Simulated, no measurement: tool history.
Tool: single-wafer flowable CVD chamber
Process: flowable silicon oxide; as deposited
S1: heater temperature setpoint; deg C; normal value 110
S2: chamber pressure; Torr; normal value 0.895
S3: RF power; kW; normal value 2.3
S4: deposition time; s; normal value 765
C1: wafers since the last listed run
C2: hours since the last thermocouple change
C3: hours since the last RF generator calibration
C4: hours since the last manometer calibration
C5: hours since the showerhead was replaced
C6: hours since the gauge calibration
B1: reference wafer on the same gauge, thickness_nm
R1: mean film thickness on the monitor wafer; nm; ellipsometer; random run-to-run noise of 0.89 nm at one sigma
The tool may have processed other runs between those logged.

run	day	S1	S2	S3	S4	C1	C2	C3	C4	C5	C6	B1	R1
1	0	110	0.895	2.3	765	0	936.1	1883.7	1738.4	1418.8	1616.9	348.979	351.556
# day 0.662: capacitance manometer re-zeroed and calibrated
2	1.433	110	0.895	2.3	765	69	970.5	1918.1	18.5	1453.2	1651.3	348.854	347.086
3	3.421	110	0.895	1.96	765	126	1018.2	1965.8	66.2	1500.9	1699	348.917	329.915
4	4.608	110	0.895	1.96	765	75	1046.7	1994.3	94.7	1529.4	1727.5	348.777	330.844
5	6.721	110	0.895	1.96	765	134	1097.4	2045	145.4	1580.1	1778.2	349.207	330.61
6	9.433	110	0.895	2.3	765	172	1162.5	2110.1	210.5	1645.2	1843.3	348.919	346.09
7	15.054	116	0.895	2.425	765	356	1297.4	2245	345.4	1780.1	1978.2	349.083	283.111
8	16.804	110	0.895	2.3	765	111	1339.4	2287	387.4	1822.1	2020.2	349.054	346.446
9	19.417	110	0.743	2.045	765	165	1402.1	2349.7	450.1	1884.8	2082.9	349.189	277.298
10	20.967	110	0.895	2.3	765	98	1439.3	2386.9	487.3	1922	2120.1	348.879	347.77
# day 24.054: RF generator calibrated
11	24.075	110	0.895	2.12	619	176	1513.9	0.5	561.9	1996.6	2194.7	348.858	281.276
12	25.883	97	1.065	2.575	901	114	1557.3	43.9	605.3	2040	2238.1	348.976	827.434
13	27.608	96	0.766	2.57	627	109	1598.7	85.3	646.7	2081.4	2279.5	348.938	432.437
# day 29.604: thermocouple changed; heater temperature recalibrated
14	29.625	116	0.895	2.425	765	106	0.5	133.7	695.1	2129.8	2327.9	349.18	290.483
# day 33.204: gauge calibrated
15	37.658	110	0.693	2.3	627	510	193.3	326.5	887.9	2322.6	106.9	348.955	225.325
16	39.383	118	0.76	2.3	765	109	234.7	367.9	929.3	2364	148.3	349.337	227.729
# day 41.658: showerhead replaced
17	41.679	98	0.754	2.3	765	124	289.8	423	984.4	0.5	203.4	348.919	471.808
18	44.225	120	0.895	2.3	765	161	350.9	484.1	1045.5	61.6	264.5	348.573	251.391
19	45.917	110	0.895	2.45	765	107	391.5	524.7	1086.1	102.2	305.1	348.697	359.95
20	48.371	118	0.895	2.3	765	155	450.4	583.6	1145	161.1	364	348.838	267.178
21	51.3	110	0.895	2.3	912	185	520.7	653.9	1215.3	231.4	434.3	348.646	424.473
22	53.467	110	0.895	2.3	765	137	572.7	705.9	1267.3	283.4	486.3	349.17	355.772
23	55.85	110	0.895	2.3	765	151	629.9	763.1	1324.5	340.6	543.5	349.39	355.358
24	57.083	110	0.895	1.985	765	78	659.5	792.7	1354.1	370.2	573.1	349.245	340.531
25	58.142	118	0.895	2.3	765	67	684.9	818.1	1379.5	395.6	598.5	349.13	269.081
26	59.267	110	0.895	2.3	765	71	711.9	845.1	1406.5	422.6	625.5	348.911	357.246
27	61.742	110	0.833	1.9	873	157	771.3	904.5	1465.9	482	684.9	349.28	356.759

Each row is a separate what-if for the run after 27, all from the same tool condition, not one after another. Results?
A	61.767	110	0.895	2.3	765	1	771.9	905.1	1466.5	482.6	685.5	?	?
B	61.767	110	0.837	2.125	765	1	771.9	905.1	1466.5	482.6	685.5	?	?
C	61.767	122	1.055	2.645	713	1	771.9	905.1	1466.5	482.6	685.5	?	?
D	61.767	110	0.895	2.3	876	1	771.9	905.1	1466.5	482.6	685.5	?	?
E	61.767	110	0.895	2.43	625	1	771.9	905.1	1466.5	482.6	685.5	?	?

run	B1	R1
A	348.97	355.478
B	348.97	326.176
C	348.97	265.903
D	348.97	407.057
E	348.97	293.69
With no hidden state in the tool, these same runs would have given:
run	R1
A	352.7
B	324.265
C	262.856
D	403.876
E	291.17
